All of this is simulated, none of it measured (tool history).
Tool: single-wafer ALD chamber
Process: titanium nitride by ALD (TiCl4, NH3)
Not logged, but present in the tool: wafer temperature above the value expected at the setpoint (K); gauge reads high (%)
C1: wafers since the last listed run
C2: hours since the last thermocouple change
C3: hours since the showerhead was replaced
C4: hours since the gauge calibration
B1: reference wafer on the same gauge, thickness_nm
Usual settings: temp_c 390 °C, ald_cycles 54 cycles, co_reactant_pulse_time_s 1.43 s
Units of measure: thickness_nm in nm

{"run": 1, "hour": 0.0, "temp_c": 390, "ald_cycles": 54, "co_reactant_pulse_time_s": 1.43, "C1": 0, "C2": 1142.1, "C3": 4306.6, "C4": 840.7, "B1": 0.937, "thickness_nm": 1.114}
{"run": 2, "hour": 70.1, "temp_c": 390, "ald_cycles": 54, "co_reactant_pulse_time_s": 1.29, "C1": 233, "C2": 1212.2, "C3": 4376.7, "C4": 910.8, "B1": 0.937, "thickness_nm": 1.108}
{"run": 3, "hour": 377.0, "temp_c": 390, "ald_cycles": 54, "co_reactant_pulse_time_s": 1.29, "C1": 1021, "C2": 1519.1, "C3": 4683.6, "C4": 1217.7, "B1": 0.931, "thickness_nm": 1.105}
{"run": 4, "hour": 461.8, "temp_c": 390, "ald_cycles": 54, "co_reactant_pulse_time_s": 1.43, "C1": 282, "C2": 1603.9, "C3": 4768.4, "C4": 1302.5, "B1": 0.932, "thickness_nm": 1.103}
{"run": 5, "hour": 535.3, "temp_c": 390, "ald_cycles": 54, "co_reactant_pulse_time_s": 1.43, "C1": 244, "C2": 1677.4, "C3": 4841.9, "C4": 1376, "B1": 0.93, "thickness_nm": 1.098}
{"run": 6, "hour": 606.2, "temp_c": 390, "ald_cycles": 54, "co_reactant_pulse_time_s": 1.43, "C1": 236, "C2": 1748.3, "C3": 4912.8, "C4": 1446.9, "B1": 0.928, "thickness_nm": 1.104}
{"run": 7, "hour": 710.1, "temp_c": 390, "ald_cycles": 54, "co_reactant_pulse_time_s": 1.43, "C1": 345, "C2": 1852.2, "C3": 5016.7, "C4": 1550.8, "B1": 0.928, "thickness_nm": 1.103}
{"run": 8, "hour": 797.7, "temp_c": 390, "ald_cycles": 54, "co_reactant_pulse_time_s": 1.43, "C1": 291, "C2": 1939.8, "C3": 5104.3, "C4": 1638.4, "B1": 0.926, "thickness_nm": 1.099}
{"run": 9, "hour": 869.5, "temp_c": 390, "ald_cycles": 54, "co_reactant_pulse_time_s": 1.43, "C1": 239, "C2": 2011.6, "C3": 5176.1, "C4": 1710.2, "B1": 0.924, "thickness_nm": 1.101}
{"hour": 952.0, "done": "gauge calibrated"}
{"run": 10, "hour": 961.5, "temp_c": 390, "ald_cycles": 57, "co_reactant_pulse_time_s": 1.43, "C1": 306, "C2": 2103.6, "C3": 5268.1, "C4": 9.5, "B1": 0.95, "thickness_nm": 1.191}
{"run": 11, "hour": 1006.8, "temp_c": 390, "ald_cycles": 57, "co_reactant_pulse_time_s": 1.43, "C1": 150, "C2": 2148.9, "C3": 5313.4, "C4": 54.8, "B1": 0.95, "thickness_nm": 1.192}
{"run": 12, "hour": 1126.9, "temp_c": 390, "ald_cycles": 54, "co_reactant_pulse_time_s": 1.1, "C1": 399, "C2": 2269, "C3": 5433.5, "C4": 174.9, "B1": 0.949, "thickness_nm": 1.108}
{"run": 13, "hour": 1167.9, "temp_c": 390, "ald_cycles": 54, "co_reactant_pulse_time_s": 1.1, "C1": 136, "C2": 2310, "C3": 5474.5, "C4": 215.9, "B1": 0.946, "thickness_nm": 1.11}
{"hour": 1176.5, "done": "thermocouple changed; heater temperature recalibrated"}
{"run": 14, "hour": 1271.2, "temp_c": 390, "ald_cycles": 54, "co_reactant_pulse_time_s": 1.1, "C1": 317, "C2": 94.7, "C3": 5577.8, "C4": 319.2, "B1": 0.946, "thickness_nm": 1.109}
{"run": 15, "hour": 1362.1, "temp_c": 400, "ald_cycles": 60, "co_reactant_pulse_time_s": 1.17, "C1": 302, "C2": 185.6, "C3": 5668.7, "C4": 410.1, "B1": 0.944, "thickness_nm": 1.247}
{"run": 16, "hour": 1408.3, "temp_c": 390, "ald_cycles": 60, "co_reactant_pulse_time_s": 1.77, "C1": 153, "C2": 231.8, "C3": 5714.9, "C4": 456.3, "B1": 0.944, "thickness_nm": 1.258}
{"run": 17, "hour": 1508.8, "temp_c": 390, "ald_cycles": 54, "co_reactant_pulse_time_s": 1.8, "C1": 334, "C2": 332.3, "C3": 5815.4, "C4": 556.8, "B1": 0.943, "thickness_nm": 1.136}
{"run": 18, "hour": 1570.0, "temp_c": 390, "ald_cycles": 54, "co_reactant_pulse_time_s": 0.9, "C1": 203, "C2": 393.5, "C3": 5876.6, "C4": 618, "B1": 0.943, "thickness_nm": 1.085}
{"run": 19, "hour": 1609.7, "temp_c": 390, "ald_cycles": 54, "co_reactant_pulse_time_s": 1.27, "C1": 132, "C2": 433.2, "C3": 5916.3, "C4": 657.7, "B1": 0.942, "thickness_nm": 1.11}
{"hour": 1669.4, "done": "showerhead replaced"}
{"run": 20, "hour": 1699.0, "temp_c": 382, "ald_cycles": 54, "co_reactant_pulse_time_s": 1.89, "C1": 270, "C2": 522.5, "C3": 29.6, "C4": 747, "B1": 0.94, "thickness_nm": 1.124}
{"run": 21, "hour": 1781.8, "temp_c": 377, "ald_cycles": 54, "co_reactant_pulse_time_s": 1.43, "C1": 275, "C2": 605.3, "C3": 112.4, "C4": 829.8, "B1": 0.938, "thickness_nm": 1.099}
{"run": 22, "hour": 1836.8, "temp_c": 390, "ald_cycles": 54, "co_reactant_pulse_time_s": 1.43, "C1": 183, "C2": 660.3, "C3": 167.4, "C4": 884.8, "B1": 0.938, "thickness_nm": 1.113}
{"run": 23, "hour": 1886.2, "temp_c": 390, "ald_cycles": 58, "co_reactant_pulse_time_s": 1.81, "C1": 164, "C2": 709.7, "C3": 216.8, "C4": 934.2, "B1": 0.937, "thickness_nm": 1.208}
{"run": 24, "hour": 1990.3, "temp_c": 390, "ald_cycles": 58, "co_reactant_pulse_time_s": 1.81, "C1": 346, "C2": 813.8, "C3": 320.9, "C4": 1038.3, "B1": 0.936, "thickness_nm": 1.209}
{"run": 25, "hour": 2083.2, "temp_c": 390, "ald_cycles": 54, "co_reactant_pulse_time_s": 1.43, "C1": 309, "C2": 906.7, "C3": 413.8, "C4": 1131.2, "B1": 0.934, "thickness_nm": 1.114}
{"run": 26, "hour": 2124.4, "temp_c": 390, "ald_cycles": 65, "co_reactant_pulse_time_s": 1.43, "C1": 137, "C2": 947.9, "C3": 455, "C4": 1172.4, "B1": 0.935, "thickness_nm": 1.337}
{"run": 27, "hour": 2188.3, "temp_c": 403, "ald_cycles": 46, "co_reactant_pulse_time_s": 1.43, "C1": 212, "C2": 1011.8, "C3": 518.9, "C4": 1236.3, "B1": 0.932, "thickness_nm": 0.956}
{"run": 28, "hour": 2283.3, "temp_c": 390, "ald_cycles": 54, "co_reactant_pulse_time_s": 1.43, "C1": 316, "C2": 1106.8, "C3": 613.9, "C4": 1331.3, "B1": 0.932, "thickness_nm": 1.107}

Below are 4 alternative next runs, each starting from the tool's condition after run 28. Predict each:
{"run": "A", "hour": 2283.8, "temp_c": 390, "ald_cycles": 54, "co_reactant_pulse_time_s": 1.43, "C1": 1, "C2": 1107.3, "C3": 614.4, "C4": 1331.8, "B1": "?", "thickness_nm": "?"}
{"run": "B", "hour": 2283.8, "temp_c": 390, "ald_cycles": 54, "co_reactant_pulse_time_s": 0.98, "C1": 1, "C2": 1107.3, "C3": 614.4, "C4": 1331.8, "B1": "?", "thickness_nm": "?"}
{"run": "C", "hour": 2283.8, "temp_c": 395, "ald_cycles": 58, "co_reactant_pulse_time_s": 1.9, "C1": 1, "C2": 1107.3, "C3": 614.4, "C4": 1331.8, "B1": "?", "thickness_nm": "?"}
{"run": "D", "hour": 2283.8, "temp_c": 405, "ald_cycles": 51, "co_reactant_pulse_time_s": 0.88, "C1": 1, "C2": 1107.3, "C3": 614.4, "C4": 1331.8, "B1": "?", "thickness_nm": "?"}

run=A B1=0.932 thickness_nm=1.101
run=B B1=0.932 thickness_nm=1.075
run=C B1=0.932 thickness_nm=1.205
run=D B1=0.932 thickness_nm=1.028
Without the tool's unlogged condition, the same runs would have read:
run=A thickness_nm=1.122
run=B thickness_nm=1.097
run=C thickness_nm=1.228
run=D thickness_nm=1.049

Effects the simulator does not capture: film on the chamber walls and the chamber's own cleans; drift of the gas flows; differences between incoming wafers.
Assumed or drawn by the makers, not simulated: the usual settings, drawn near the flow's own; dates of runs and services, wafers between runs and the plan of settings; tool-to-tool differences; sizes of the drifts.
